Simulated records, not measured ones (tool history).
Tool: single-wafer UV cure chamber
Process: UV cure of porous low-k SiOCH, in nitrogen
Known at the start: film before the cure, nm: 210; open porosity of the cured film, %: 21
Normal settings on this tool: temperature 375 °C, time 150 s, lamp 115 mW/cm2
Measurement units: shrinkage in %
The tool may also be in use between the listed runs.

run,hour,temperature,time,lamp,wafers since the last listed run,hours since the UV bulbs were replaced,wafers since the quartz window was cleaned,shrinkage
1,0,375,150,115,0,1605.5,1914,10.938
2,6.3,375,150,115,37,1611.8,1951,10.919
3,18.9,375,150,115,75,1624.4,2027,10.852
4,28.8,375,150,115,59,1634.3,2086,11.03
5,36.5,375,150,138,46,1642,2132,11.704
6,53,375,150,138,98,1658.5,2231,11.485
7,68.4,375,150,138,92,1673.9,2323,11.724
8,120.8,375,150,115,313,1726.3,2637,10.677
9,129.6,375,150,115,52,1735.1,2690,10.603
10,144.4,375,150,115,88,1749.9,2778,10.685
11,156.7,375,150,133,73,1762.2,2852,11.525
# hour 171.9: quartz window cleaned
12,172.4,375,115,115,46,1777.9,2,10.163
13,194.2,375,150,115,130,1799.7,133,11.222
14,200.4,375,150,115,37,1805.9,170,11.167
15,217.8,375,95,115,104,1823.3,274,9.222
16,233.3,375,95,115,92,1838.8,367,9.028
17,247.7,375,150,115,86,1853.2,453,11.17
18,262,375,150,115,85,1867.5,539,11.108
19,274.2,385,150,130,73,1879.7,612,11.868
20,310.8,375,80,144,219,1916.3,831,9.133
# hour 320.2: UV bulbs replaced
21,322.1,375,150,115,19,1.9,851,11.082
22,337.5,375,150,115,92,17.3,943,11.148
23,352.9,375,200,135,92,32.7,1036,13.115
24,370.7,375,150,115,106,50.5,1142,11.063
25,378.8,375,115,115,48,58.6,1191,9.881
26,396.5,357,200,115,106,76.3,1297,11.971
27,408.5,375,150,115,71,88.3,1369,10.899
28,414.5,381,230,115,35,94.3,1405,13.108
29,430.2,375,240,115,94,110,1499,13.345
30,445,369,225,115,88,124.8,1587,13.096
31,460.5,361,150,147,92,140.3,1680,11.858
32,475.2,385,125,138,88,155,1768,11.205
33,488.1,395,150,115,77,167.9,1845,11.272
34,494.4,363,125,143,37,174.2,1883,10.924
35,502.3,375,150,115,47,182.1,1930,10.993

Give the tool's hidden conditions for every run:
lamp output below its setpoint, %: 0, the same for each run
H1: transmission lost against a clean window, %
run,H1
1,7.11
2,7.22
3,7.44
4,7.62
5,7.75
6,8.04
7,8.31
8,9.23
9,9.38
10,9.64
11,9.86
12,0.158
13,0.54
14,0.648
15,0.953
16,1.22
17,1.48
18,1.73
19,1.94
20,2.58
21,2.78
22,3.05
23,3.32
24,3.63
25,3.77
26,4.08
27,4.29
28,4.4
29,4.67
30,4.93
31,5.2
32,5.46
33,5.69
34,5.8
35,5.94
